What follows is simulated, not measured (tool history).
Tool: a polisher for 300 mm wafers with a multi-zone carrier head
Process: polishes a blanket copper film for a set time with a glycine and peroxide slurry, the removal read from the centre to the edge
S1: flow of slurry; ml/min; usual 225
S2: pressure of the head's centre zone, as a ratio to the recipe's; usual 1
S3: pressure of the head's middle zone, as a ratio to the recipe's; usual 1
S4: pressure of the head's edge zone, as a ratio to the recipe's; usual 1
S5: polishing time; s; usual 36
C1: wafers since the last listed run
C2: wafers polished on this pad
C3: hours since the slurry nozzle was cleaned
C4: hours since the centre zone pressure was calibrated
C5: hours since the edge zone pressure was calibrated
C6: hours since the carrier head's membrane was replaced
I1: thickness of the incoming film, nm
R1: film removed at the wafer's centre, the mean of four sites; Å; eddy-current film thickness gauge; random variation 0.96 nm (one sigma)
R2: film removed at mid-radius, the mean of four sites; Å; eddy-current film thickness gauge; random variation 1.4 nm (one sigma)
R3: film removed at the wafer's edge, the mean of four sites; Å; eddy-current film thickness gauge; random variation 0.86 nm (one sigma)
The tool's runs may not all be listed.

{"run": 1, "day": 0.0, "S1": 225, "S2": 0.91, "S3": 1, "S4": 1, "S5": 36, "C1": 0, "C2": 390, "C3": 630.9, "C4": 602.5, "C5": 1194.1, "C6": 716.4, "I1": 1723.5, "R1": 975, "R2": 982, "R3": 1012}
{"run": 2, "day": 0.533, "S1": 225, "S2": 0.91, "S3": 1, "S4": 1, "S5": 36, "C1": 108, "C2": 498, "C3": 643.7, "C4": 615.3, "C5": 1206.9, "C6": 729.2, "I1": 1742.1, "R1": 986, "R2": 991, "R3": 983}
{"run": 3, "day": 0.875, "S1": 225, "S2": 1, "S3": 1, "S4": 1, "S5": 36, "C1": 69, "C2": 568, "C3": 651.9, "C4": 623.5, "C5": 1215.1, "C6": 737.4, "I1": 1712.1, "R1": 1062, "R2": 987, "R3": 982}
{"run": 4, "day": 1.404, "S1": 225, "S2": 1, "S3": 1, "S4": 1, "S5": 36, "C1": 107, "C2": 676, "C3": 664.6, "C4": 636.2, "C5": 1227.8, "C6": 750.1, "I1": 1720, "R1": 1062, "R2": 1002, "R3": 989}
{"run": 5, "day": 1.712, "S1": 225, "S2": 1, "S3": 1, "S4": 1, "S5": 36, "C1": 62, "C2": 738, "C3": 672, "C4": 643.6, "C5": 1235.2, "C6": 757.5, "I1": 1738, "R1": 1076, "R2": 992, "R3": 990}
{"run": 6, "day": 2.396, "S1": 225, "S2": 1, "S3": 1, "S4": 1, "S5": 36, "C1": 139, "C2": 877, "C3": 688.4, "C4": 660, "C5": 1251.6, "C6": 773.9, "I1": 1719.1, "R1": 1078, "R2": 997, "R3": 989}
{"day": 2.671, "done": "edge zone pressure recalibrated"}
{"run": 7, "day": 2.842, "S1": 225, "S2": 1, "S3": 1, "S4": 1, "S5": 36, "C1": 73, "C2": 951, "C3": 699.1, "C4": 670.7, "C5": 4.1, "C6": 784.6, "I1": 1709.2, "R1": 1079, "R2": 973, "R3": 992}
{"run": 8, "day": 3.183, "S1": 225, "S2": 1, "S3": 0.97, "S4": 1, "S5": 36, "C1": 69, "C2": 1021, "C3": 707.3, "C4": 678.9, "C5": 12.3, "C6": 792.8, "I1": 1724.9, "R1": 1052, "R2": 945, "R3": 991}
{"day": 3.754, "done": "worn pad replaced by a new one"}
{"day": 3.771, "done": "slurry nozzle cleaned"}
{"run": 9, "day": 3.788, "S1": 225, "S2": 1, "S3": 0.97, "S4": 1, "S5": 36, "C1": 85, "C2": 3, "C3": 0.4, "C4": 693.4, "C5": 26.8, "C6": 807.3, "I1": 1724.3, "R1": 1089, "R2": 952, "R3": 996}
{"run": 10, "day": 4.246, "S1": 225, "S2": 1.05, "S3": 1, "S4": 0.92, "S5": 33, "C1": 93, "C2": 96, "C3": 11.4, "C4": 704.4, "C5": 37.8, "C6": 818.3, "I1": 1753.6, "R1": 1024, "R2": 904, "R3": 877}
{"run": 11, "day": 4.746, "S1": 225, "S2": 1.05, "S3": 1, "S4": 0.92, "S5": 33, "C1": 101, "C2": 198, "C3": 23.4, "C4": 716.4, "C5": 49.8, "C6": 830.3, "I1": 1718.7, "R1": 1028, "R2": 913, "R3": 885}
{"run": 12, "day": 5.329, "S1": 225, "S2": 1, "S3": 1, "S4": 1, "S5": 36, "C1": 118, "C2": 317, "C3": 37.4, "C4": 730.4, "C5": 63.8, "C6": 844.3, "I1": 1725.6, "R1": 1084, "R2": 1000, "R3": 995}
{"day": 5.558, "done": "carrier head's membrane replaced by a new one"}
{"day": 5.954, "done": "centre zone pressure recalibrated"}
{"run": 13, "day": 6.179, "S1": 225, "S2": 1, "S3": 1.09, "S4": 1, "S5": 43, "C1": 113, "C2": 430, "C3": 57.8, "C4": 5.4, "C5": 84.2, "C6": 14.9, "I1": 1749.4, "R1": 1207, "R2": 1273, "R3": 1209}
{"run": 14, "day": 6.825, "S1": 225, "S2": 1, "S3": 1, "S4": 1, "S5": 36, "C1": 131, "C2": 562, "C3": 73.3, "C4": 20.9, "C5": 99.7, "C6": 30.4, "I1": 1731.3, "R1": 1002, "R2": 969, "R3": 999}
{"run": 15, "day": 7.421, "S1": 170, "S2": 0.95, "S3": 1.1, "S4": 1.07, "S5": 36, "C1": 121, "C2": 683, "C3": 87.6, "C4": 35.2, "C5": 114, "C6": 44.7, "I1": 1751.7, "R1": 959, "R2": 1033, "R3": 1019}
{"run": 16, "day": 7.804, "S1": 225, "S2": 1, "S3": 1, "S4": 1, "S5": 36, "C1": 77, "C2": 761, "C3": 96.8, "C4": 44.4, "C5": 123.2, "C6": 53.9, "I1": 1716.8, "R1": 997, "R2": 981, "R3": 978}
{"run": 17, "day": 8.071, "S1": 275, "S2": 1, "S3": 1, "S4": 0.9, "S5": 36, "C1": 54, "C2": 815, "C3": 103.2, "C4": 50.8, "C5": 129.6, "C6": 60.3, "I1": 1748.5, "R1": 1017, "R2": 1001, "R3": 965}
{"run": 18, "day": 8.746, "S1": 225, "S2": 1, "S3": 1, "S4": 1, "S5": 36, "C1": 137, "C2": 953, "C3": 119.4, "C4": 67, "C5": 145.8, "C6": 76.5, "I1": 1740.3, "R1": 985, "R2": 973, "R3": 999}
{"run": 19, "day": 9.221, "S1": 155, "S2": 0.96, "S3": 1.03, "S4": 1, "S5": 47, "C1": 96, "C2": 1049, "C3": 130.8, "C4": 78.4, "C5": 157.2, "C6": 87.9, "I1": 1749, "R1": 1203, "R2": 1275, "R3": 1252}
{"run": 20, "day": 9.733, "S1": 260, "S2": 1, "S3": 1, "S4": 1, "S5": 36, "C1": 104, "C2": 1154, "C3": 143.1, "C4": 90.7, "C5": 169.5, "C6": 100.2, "I1": 1701.6, "R1": 1009, "R2": 1000, "R3": 1003}
{"day": 9.95, "done": "worn pad replaced by a new one"}
{"run": 21, "day": 10.179, "S1": 225, "S2": 0.95, "S3": 1.06, "S4": 1.1, "S5": 45, "C1": 56, "C2": 46, "C3": 153.8, "C4": 101.4, "C5": 180.2, "C6": 110.9, "I1": 1740.5, "R1": 1191, "R2": 1323, "R3": 1285}
{"run": 22, "day": 10.658, "S1": 280, "S2": 1.11, "S3": 1, "S4": 1.05, "S5": 48, "C1": 97, "C2": 144, "C3": 165.3, "C4": 112.9, "C5": 191.7, "C6": 122.4, "I1": 1731.7, "R1": 1486, "R2": 1352, "R3": 1360}
{"run": 23, "day": 10.983, "S1": 225, "S2": 0.9, "S3": 1, "S4": 1, "S5": 44, "C1": 66, "C2": 210, "C3": 173.1, "C4": 120.7, "C5": 199.5, "C6": 130.2, "I1": 1700.9, "R1": 1111, "R2": 1231, "R3": 1201}

Hidden state or all else? Some run-to-run changes of R1, split into what the settings, what came in and random variation would give without the hidden state, and what is left for the hidden state (with any gauge scatter that isn't in both results):
The hidden state here: removal rate lost through wear of the pad, %; slurry flow missing at the pad, %; deviation of the centre zone's pressure from its setpoint, %; deviation of the edge zone's pressure from its setpoint, %.
Run 11 -> 12: S2 1.05 -> 1, S4 0.92 -> 1, S5 33 -> 36. R1 +56 Å: hidden state +9, all else +47.
Run 12 -> 13: S3 1 -> 1.09, S5 36 -> 43, carrier head's membrane replaced by a new one, centre zone pressure recalibrated. R1 +123 Å: hidden state -81, all else +204.
Run 21 -> 22: S1 225 -> 280, S2 0.95 -> 1.11, S3 1.06 -> 1, S4 1.1 -> 1.05, S5 45 -> 48. R1 +295 Å: hidden state +4, all else +291.
Run 22 -> 23: S1 280 -> 225, S2 1.11 -> 0.9, S4 1.05 -> 1, S5 48 -> 44. R1 -375 Å: hidden state -5, all else -370.

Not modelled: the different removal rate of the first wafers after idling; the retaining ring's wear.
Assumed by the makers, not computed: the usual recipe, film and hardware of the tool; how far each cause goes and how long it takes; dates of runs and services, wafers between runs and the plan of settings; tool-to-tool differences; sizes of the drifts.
